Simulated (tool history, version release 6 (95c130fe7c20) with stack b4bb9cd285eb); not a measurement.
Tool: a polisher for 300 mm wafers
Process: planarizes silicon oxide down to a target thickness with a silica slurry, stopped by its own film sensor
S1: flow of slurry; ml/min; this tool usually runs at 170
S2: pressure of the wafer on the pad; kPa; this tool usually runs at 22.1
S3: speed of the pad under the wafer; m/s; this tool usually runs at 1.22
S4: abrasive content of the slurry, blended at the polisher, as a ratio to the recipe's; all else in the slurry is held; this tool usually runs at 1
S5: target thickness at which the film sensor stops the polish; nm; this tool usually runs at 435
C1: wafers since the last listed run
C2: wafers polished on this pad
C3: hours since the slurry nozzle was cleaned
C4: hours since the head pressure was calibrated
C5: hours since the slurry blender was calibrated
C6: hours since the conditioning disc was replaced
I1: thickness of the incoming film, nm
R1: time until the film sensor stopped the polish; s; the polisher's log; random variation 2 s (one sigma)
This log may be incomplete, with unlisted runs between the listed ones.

{"run": 1, "hour": 0.0, "S1": 170, "S2": 22.1, "S3": 1.22, "S4": 1, "S5": 435, "C1": 0, "C2": 503, "C3": 234.6, "C4": 357.2, "C5": 168.2, "C6": 140.9, "I1": 740.6, "R1": 110.5}
{"run": 2, "hour": 58.2, "S1": 170, "S2": 22.1, "S3": 1.22, "S4": 1, "S5": 435, "C1": 415, "C2": 919, "C3": 292.8, "C4": 415.4, "C5": 226.4, "C6": 199.1, "I1": 739.1, "R1": 114.6}
{"run": 3, "hour": 112.0, "S1": 170, "S2": 26.2, "S3": 1.22, "S4": 1, "S5": 435, "C1": 384, "C2": 1303, "C3": 346.6, "C4": 469.2, "C5": 280.2, "C6": 252.9, "I1": 728.6, "R1": 96}
{"hour": 143.8, "done": "slurry nozzle cleaned"}
{"run": 4, "hour": 156.8, "S1": 170, "S2": 26.2, "S3": 1.22, "S4": 1, "S5": 435, "C1": 312, "C2": 1615, "C3": 13, "C4": 514, "C5": 325, "C6": 297.7, "I1": 746, "R1": 101.3}
{"run": 5, "hour": 219.5, "S1": 170, "S2": 22.1, "S3": 1.22, "S4": 1, "S5": 511, "C1": 447, "C2": 2063, "C3": 75.7, "C4": 576.7, "C5": 387.7, "C6": 360.4, "I1": 725.9, "R1": 80.2}
{"hour": 233.0, "done": "worn pad replaced by a new one"}
{"run": 6, "hour": 262.6, "S1": 170, "S2": 22.1, "S3": 1.22, "S4": 1, "S5": 511, "C1": 279, "C2": 211, "C3": 118.8, "C4": 619.8, "C5": 430.8, "C6": 403.5, "I1": 735.5, "R1": 85.5}
{"hour": 276.2, "done": "slurry blender recalibrated"}
{"run": 7, "hour": 315.3, "S1": 170, "S2": 24.8, "S3": 1.22, "S4": 1, "S5": 435, "C1": 361, "C2": 572, "C3": 171.5, "C4": 672.5, "C5": 39.1, "C6": 456.2, "I1": 748.5, "R1": 110}
{"hour": 320.4, "done": "conditioning disc replaced and pad reconditioned"}
{"run": 8, "hour": 351.3, "S1": 170, "S2": 24.8, "S3": 1.22, "S4": 1, "S5": 435, "C1": 242, "C2": 815, "C3": 207.5, "C4": 708.5, "C5": 75.1, "C6": 30.9, "I1": 730.4, "R1": 95.4}
{"run": 9, "hour": 381.3, "S1": 170, "S2": 24.8, "S3": 1.22, "S4": 1, "S5": 435, "C1": 214, "C2": 1029, "C3": 237.5, "C4": 738.5, "C5": 105.1, "C6": 60.9, "I1": 745.7, "R1": 105.6}
{"run": 10, "hour": 446.6, "S1": 170, "S2": 22.1, "S3": 1.22, "S4": 1, "S5": 435, "C1": 466, "C2": 1496, "C3": 302.8, "C4": 803.8, "C5": 170.4, "C6": 126.2, "I1": 733.7, "R1": 109.9}
{"run": 11, "hour": 473.3, "S1": 170, "S2": 22.1, "S3": 1.22, "S4": 1, "S5": 435, "C1": 190, "C2": 1686, "C3": 329.5, "C4": 830.5, "C5": 197.1, "C6": 152.9, "I1": 742.1, "R1": 114.2}
{"run": 12, "hour": 518.5, "S1": 170, "S2": 22.1, "S3": 1.22, "S4": 1.15, "S5": 435, "C1": 322, "C2": 2009, "C3": 374.7, "C4": 875.7, "C5": 242.3, "C6": 198.1, "I1": 731.8, "R1": 103.6}
{"hour": 529.8, "done": "slurry nozzle cleaned"}
{"run": 13, "hour": 554.6, "S1": 205, "S2": 22.1, "S3": 1.36, "S4": 1, "S5": 502, "C1": 250, "C2": 2259, "C3": 24.8, "C4": 911.8, "C5": 278.4, "C6": 234.2, "I1": 740.5, "R1": 81.5}
{"hour": 579.4, "done": "worn pad replaced by a new one"}
{"run": 14, "hour": 598.4, "S1": 170, "S2": 22.1, "S3": 1.56, "S4": 0.9, "S5": 435, "C1": 284, "C2": 135, "C3": 68.6, "C4": 955.6, "C5": 322.2, "C6": 278, "I1": 725.4, "R1": 91.2}
{"run": 15, "hour": 628.7, "S1": 210, "S2": 15.9, "S3": 1.22, "S4": 1, "S5": 435, "C1": 216, "C2": 352, "C3": 98.9, "C4": 985.9, "C5": 352.5, "C6": 308.3, "I1": 742.7, "R1": 152.5}
{"run": 16, "hour": 699.0, "S1": 170, "S2": 22.1, "S3": 1.22, "S4": 1, "S5": 373, "C1": 501, "C2": 854, "C3": 169.2, "C4": 1056.2, "C5": 422.8, "C6": 378.6, "I1": 744, "R1": 142}
{"run": 17, "hour": 752.1, "S1": 170, "S2": 22.1, "S3": 1.22, "S4": 1, "S5": 435, "C1": 379, "C2": 1233, "C3": 222.3, "C4": 1109.3, "C5": 475.9, "C6": 431.7, "I1": 747.2, "R1": 121.9}
{"hour": 755.1, "done": "head pressure recalibrated"}
{"hour": 805.2, "done": "slurry blender recalibrated"}
{"run": 18, "hour": 805.7, "S1": 185, "S2": 25.5, "S3": 1.22, "S4": 1.2, "S5": 435, "C1": 354, "C2": 1587, "C3": 275.9, "C4": 50.6, "C5": 0.5, "C6": 485.3, "I1": 747.4, "R1": 99.8}
{"run": 19, "hour": 870.3, "S1": 170, "S2": 22.1, "S3": 1.22, "S4": 1, "S5": 435, "C1": 461, "C2": 2048, "C3": 340.5, "C4": 115.2, "C5": 65.1, "C6": 549.9, "I1": 739.1, "R1": 116.2}
{"hour": 911.1, "done": "conditioning disc replaced and pad reconditioned"}
{"hour": 914.9, "done": "slurry nozzle cleaned"}
{"hour": 953.6, "done": "worn pad replaced by a new one"}
{"run": 20, "hour": 1023.0, "S1": 170, "S2": 22.1, "S3": 1.34, "S4": 1, "S5": 435, "C1": 1040, "C2": 495, "C3": 108.1, "C4": 267.9, "C5": 217.8, "C6": 111.9, "I1": 735.2, "R1": 103.2}
{"run": 21, "hour": 1084.1, "S1": 170, "S2": 22.1, "S3": 1.22, "S4": 1, "S5": 363, "C1": 436, "C2": 931, "C3": 169.2, "C4": 329, "C5": 278.9, "C6": 173, "I1": 724, "R1": 127.6}
{"run": 22, "hour": 1114.0, "S1": 170, "S2": 22.1, "S3": 1.22, "S4": 1, "S5": 363, "C1": 213, "C2": 1145, "C3": 199.1, "C4": 358.9, "C5": 308.8, "C6": 202.9, "I1": 741, "R1": 139.2}
{"hour": 1251.0, "done": "slurry blender recalibrated"}
{"run": 23, "hour": 1266.5, "S1": 170, "S2": 15.9, "S3": 1.22, "S4": 1, "S5": 488, "C1": 1074, "C2": 2219, "C3": 351.6, "C4": 511.4, "C5": 15.5, "C6": 355.4, "I1": 739.7, "R1": 125.4}
{"hour": 1270.7, "done": "slurry nozzle cleaned"}
{"hour": 1283.9, "done": "worn pad replaced by a new one"}
{"run": 24, "hour": 1297.6, "S1": 190, "S2": 22.1, "S3": 1.22, "S4": 1, "S5": 435, "C1": 186, "C2": 97, "C3": 26.9, "C4": 542.5, "C5": 46.6, "C6": 386.5, "I1": 732.2, "R1": 113.3}
{"run": 25, "hour": 1363.1, "S1": 170, "S2": 22.1, "S3": 1.22, "S4": 1, "S5": 435, "C1": 467, "C2": 565, "C3": 92.4, "C4": 608, "C5": 112.1, "C6": 452, "I1": 736.3, "R1": 118.8}
{"run": 26, "hour": 1428.5, "S1": 170, "S2": 22.1, "S3": 0.92, "S4": 1.2, "S5": 464, "C1": 466, "C2": 1031, "C3": 157.8, "C4": 673.4, "C5": 177.5, "C6": 517.4, "I1": 729.7, "R1": 119.1}

For some of the steps in R1 from one run to the next: how much would appear even if the tool had no hidden state, given the settings, what came in and random variation, and how much remains for the hidden state plus any gauge scatter that the measured result and the result without hidden state don't share?
Hidden state present: removal rate lost through wear of the pad, %; slurry flow missing at the pad, %; deviation of the head's pressure from its setpoint, %; abrasive missing from the slurry, %; time polished since the conditioner stopped cutting, s.
Run 6 -> 7: S2 22.1 -> 24.8, S5 511 -> 435, slurry blender recalibrated. R1 +24.5 s: hidden state +3.3, all else +21.2.
Run 7 -> 8: conditioning disc replaced and pad reconditioned. R1 -14.6 s: hidden state -8.3, all else -6.3.
Run 14 -> 15: S1 170 -> 210, S2 22.1 -> 15.9, S3 1.56 -> 1.22, S4 0.9 -> 1. R1 +61.3 s: hidden state +1, all else +60.3.
Run 19 -> 20: S3 1.22 -> 1.34, conditioning disc replaced and pad reconditioned, slurry nozzle cleaned, worn pad replaced by a new one. R1 -13 s: hidden state -7.6, all else -5.4.
